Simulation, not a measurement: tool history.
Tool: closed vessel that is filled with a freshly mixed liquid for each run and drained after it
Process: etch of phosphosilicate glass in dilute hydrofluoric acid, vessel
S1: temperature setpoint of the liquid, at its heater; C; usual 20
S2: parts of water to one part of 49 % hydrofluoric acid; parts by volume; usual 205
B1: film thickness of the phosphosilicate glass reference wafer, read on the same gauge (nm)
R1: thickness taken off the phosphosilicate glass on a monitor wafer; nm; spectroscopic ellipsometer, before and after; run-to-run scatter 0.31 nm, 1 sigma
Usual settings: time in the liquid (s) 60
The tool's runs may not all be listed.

Run 1, day 0: usual settings; B1 80. Result: R1 30.55 nm.
Run 2, day 0.942: usual settings; B1 80. Result: R1 30.49 nm.
Run 3, day 2.233: usual settings; B1 79.98. Result: R1 30.17 nm.
Run 4, day 2.996: usual settings but S2 230 parts by volume; B1 79.98. Result: R1 26.39 nm.
Run 5, day 3.742: usual settings but S2 230 parts by volume; B1 80.03. Result: R1 26.23 nm.
Run 6, day 4.867: usual settings; B1 79.97. Result: R1 29.67 nm.
Run 7, day 5.817: usual settings; B1 80.02. Result: R1 29.15 nm.
At day 6.492: thermometer replaced.
Run 8, day 6.879: usual settings; B1 80.02. Result: R1 31.31 nm.
Run 9, day 7.708: usual settings but S1 23 C, S2 130 parts by volume, time in the liquid (s) 50; B1 79.99. Result: R1 49.96 nm.
At day 7.829: gauge calibrated.
Run 10, day 9.142: usual settings but S1 17 C, time in the liquid (s) 35; B1 80.02. Result: R1 16.28 nm.
Run 11, day 10.025: usual settings but S2 180 parts by volume, time in the liquid (s) 50; B1 79.98. Result: R1 29.82 nm.
Run 12, day 10.988: usual settings but S1 24 C, S2 165 parts by volume, time in the liquid (s) 75; B1 80.02. Result: R1 58.16 nm.
Run 13, day 11.825: usual settings but S2 135 parts by volume, time in the liquid (s) 80; B1 79.98. Result: R1 65.94 nm.
Run 14, day 13.308: usual settings; B1 79.99. Result: R1 30.08 nm.
Run 15, day 14.779: usual settings; B1 80. Result: R1 30.56 nm.
Run 16, day 16.275: usual settings but S1 18 C, S2 170 parts by volume; B1 80. Result: R1 34.43 nm.
Run 17, day 17.771: usual settings but S1 24.5 C, S2 155 parts by volume, time in the liquid (s) 45; B1 79.97. Result: R1 37.41 nm.
Run 18, day 21.492: usual settings but S2 280 parts by volume; B1 80. Result: R1 19.67 nm.
Run 19, day 22.671: usual settings; B1 79.99. Result: R1 28.9 nm.
Run 20, day 25.988: usual settings; B1 80.01. Result: R1 28.35 nm.
At day 26.362: hydrofluoric acid flow meter replaced.
Run 21, day 26.875: usual settings but S1 23.5 C, S2 300 parts by volume, time in the liquid (s) 35; B1 79.97. Result: R1 13.03 nm.
At day 27.375: thermometer replaced.
Run 22, day 27.758: usual settings but S1 17 C, S2 285 parts by volume, time in the liquid (s) 45; B1 79.99. Result: R1 15.48 nm.
Run 23, day 29.242: usual settings but S1 17 C, S2 250 parts by volume; B1 80.01. Result: R1 23.7 nm.
Run 24, day 30.692: usual settings but S1 24.5 C, S2 145 parts by volume; B1 80. Result: R1 59.49 nm.
Run 25, day 33.854: usual settings but S1 17 C; B1 80.01. Result: R1 29.15 nm.
Run 26, day 36.117: usual settings; B1 79.99. Result: R1 31.86 nm.
Run 27, day 36.642: usual settings but S1 24.5 C, S2 275 parts by volume, time in the liquid (s) 70; B1 79.98. Result: R1 31.05 nm.
Run 28, day 37.617: usual settings but S1 17 C, S2 125 parts by volume, time in the liquid (s) 75; B1 79.97. Result: R1 61.67 nm.
Run 29, day 38.571: usual settings but S1 22 C; B1 79.98. Result: R1 34.32 nm.
Run 30, day 39.496: usual settings but time in the liquid (s) 40; B1 79.98. Result: R1 21.04 nm.
Run 31, day 40.588: usual settings; B1 80.03. Result: R1 32.32 nm.
Run 32, day 42.288: usual settings but S1 21.5 C, S2 125 parts by volume, time in the liquid (s) 90; B1 80.01. Result: R1 88.01 nm.
Run 33, day 43.55: usual settings but S2 165 parts by volume; B1 80.01. Result: R1 41.04 nm.

Predict each of these 3 candidate next runs independently; none follows another, all start after run 33:
Run A, day 43.579: usual settings; B1 ?. Result: R1 ?.
Run B, day 43.579: usual settings but S1 18.5 C, time in the liquid (s) 45; B1 ?. Result: R1 ?.
Run C, day 43.579: usual settings but S2 155 parts by volume, time in the liquid (s) 45; B1 ?. Result: R1 ?.

run  B1     R1
  A  80  31.36
  B  80  22.17
  C  80  32.69
With the hidden condition removed and each run's random variation left untouched, the same runs would have given:
run     R1
  A  34.48
  B   24.4
  C  35.97
